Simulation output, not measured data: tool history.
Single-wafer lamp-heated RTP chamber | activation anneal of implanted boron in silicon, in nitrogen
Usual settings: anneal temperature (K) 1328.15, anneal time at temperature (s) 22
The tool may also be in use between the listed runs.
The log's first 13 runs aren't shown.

| run | hour | anneal temperature (K) | anneal time at temperature (s) | wafers since the last listed run | wafers since the last pyrometer calibration | wafers since the reflector plate was cleaned | hours since the gauge calibration | read-back reference wafer on the same gauge, sheet resistance | sheet resistance of the implanted and annealed layer (ohm/square) |
|---|---|---|---|---|---|---|---|---|---|
|  | 825.1 | reflector plate cleaned |
| 14 | 863.7 | 1328.15 | 22 | 403 | 3187 | 381 | 1858.1 | 325.83 | 362.6 |
| 15 | 948.7 | 1328.15 | 22 | 839 | 4027 | 1221 | 1943.1 | 325.67 | 361.65 |
| 16 | 1142.7 | 1328.15 | 22 | 1916 | 5943 | 3137 | 2137.1 | 325.4 | 362.17 |
|  | 1242 | pyrometer window cleaned and pyrometer calibrated |
| 17 | 1242.5 | 1328.15 | 22 | 907 | 5 | 4044 | 2236.9 | 325.27 | 362.99 |
| 18 | 1341.2 | 1328.15 | 22 | 975 | 980 | 5020 | 2335.6 | 325.07 | 362.9 |
|  | 1419.8 | reflector plate cleaned |
| 19 | 1436.4 | 1328.15 | 25 | 861 | 1842 | 163 | 2430.8 | 325.05 | 360.81 |
| 20 | 1510.9 | 1328.15 | 22 | 736 | 2578 | 899 | 2505.3 | 324.81 | 362.62 |
| 21 | 1604.6 | 1328.15 | 22 | 925 | 3503 | 1825 | 2599 | 324.59 | 361.71 |
| 22 | 1688.1 | 1352.15 | 33 | 825 | 4328 | 2650 | 2682.5 | 324.61 | 358.21 |
| 23 | 1755.7 | 1340.15 | 9 | 667 | 4996 | 3318 | 2750.1 | 324.57 | 363.67 |
| 24 | 1800 | 1299.15 | 17 | 437 | 5434 | 3756 | 2794.4 | 324.37 | 364.19 |
|  | 2072.8 | reflector plate cleaned |
| 25 | 2073.3 | 1343.15 | 35 | 2621 | 8055 | 4 | 3067.7 | 324.05 | 356.86 |
|  | 2114 | pyrometer window cleaned and pyrometer calibrated |
| 26 | 2160.5 | 1306.15 | 22 | 782 | 459 | 786 | 3154.9 | 323.99 | 363.31 |
| 27 | 2252.9 | 1346.15 | 22 | 912 | 1372 | 1699 | 3247.3 | 323.87 | 359.43 |
|  | 2310.7 | gauge calibrated |
| 28 | 2320.7 | 1353.15 | 15 | 669 | 2042 | 2369 | 10 | 329.4 | 366.49 |
| 29 | 2402.9 | 1328.15 | 33 | 812 | 2854 | 3181 | 92.2 | 329.22 | 365.26 |
| 30 | 2452.4 | 1328.15 | 22 | 489 | 3343 | 3671 | 141.7 | 329.27 | 365.13 |
| 31 | 2529.5 | 1352.15 | 31 | 761 | 4105 | 4432 | 218.8 | 329.02 | 363.46 |
| 32 | 2603.6 | 1342.15 | 22 | 732 | 4837 | 5164 | 292.9 | 329.04 | 365.58 |
|  | 2743.9 | reflector plate cleaned |
| 33 | 2744.4 | 1345.15 | 30 | 1312 | 6149 | 4 | 433.7 | 328.9 | 363.13 |
| 34 | 2789.4 | 1354.15 | 13 | 444 | 6594 | 449 | 478.7 | 328.77 | 366.87 |
| 35 | 2886.5 | 1328.15 | 22 | 959 | 7553 | 1408 | 575.8 | 328.6 | 366.49 |
|  | 2956 | pyrometer window cleaned and pyrometer calibrated |
| 36 | 2983 | 1311.15 | 32 | 874 | 266 | 2283 | 672.3 | 328.42 | 366.21 |
| 37 | 3064 | 1316.15 | 10 | 800 | 1067 | 3083 | 753.3 | 328.26 | 367.86 |

Forecast each of these 3 alternatives for the next run:
| A | 3064.4 | 1343.15 | 22 | 3 | 1071 | 3087 | 753.7 | ? | ? |
| B | 3064.4 | 1355.15 | 10 | 3 | 1071 | 3087 | 753.7 | ? | ? |
| C | 3064.4 | 1343.15 | 13 | 3 | 1071 | 3087 | 753.7 | ? | ? |

| run | read-back reference wafer on the same gauge, sheet resistance | sheet resistance of the implanted and annealed layer (ohm/square) |
|---|---|---|
| A | 328.16 | 364.14 |
| B | 328.16 | 366.61 |
| C | 328.16 | 366.27 |
Without the tool's hidden state the same runs would have given:
| run | sheet resistance of the implanted and annealed layer (ohm/square) |
|---|---|
| A | 364.91 |
| B | 367.38 |
| C | 367.04 |

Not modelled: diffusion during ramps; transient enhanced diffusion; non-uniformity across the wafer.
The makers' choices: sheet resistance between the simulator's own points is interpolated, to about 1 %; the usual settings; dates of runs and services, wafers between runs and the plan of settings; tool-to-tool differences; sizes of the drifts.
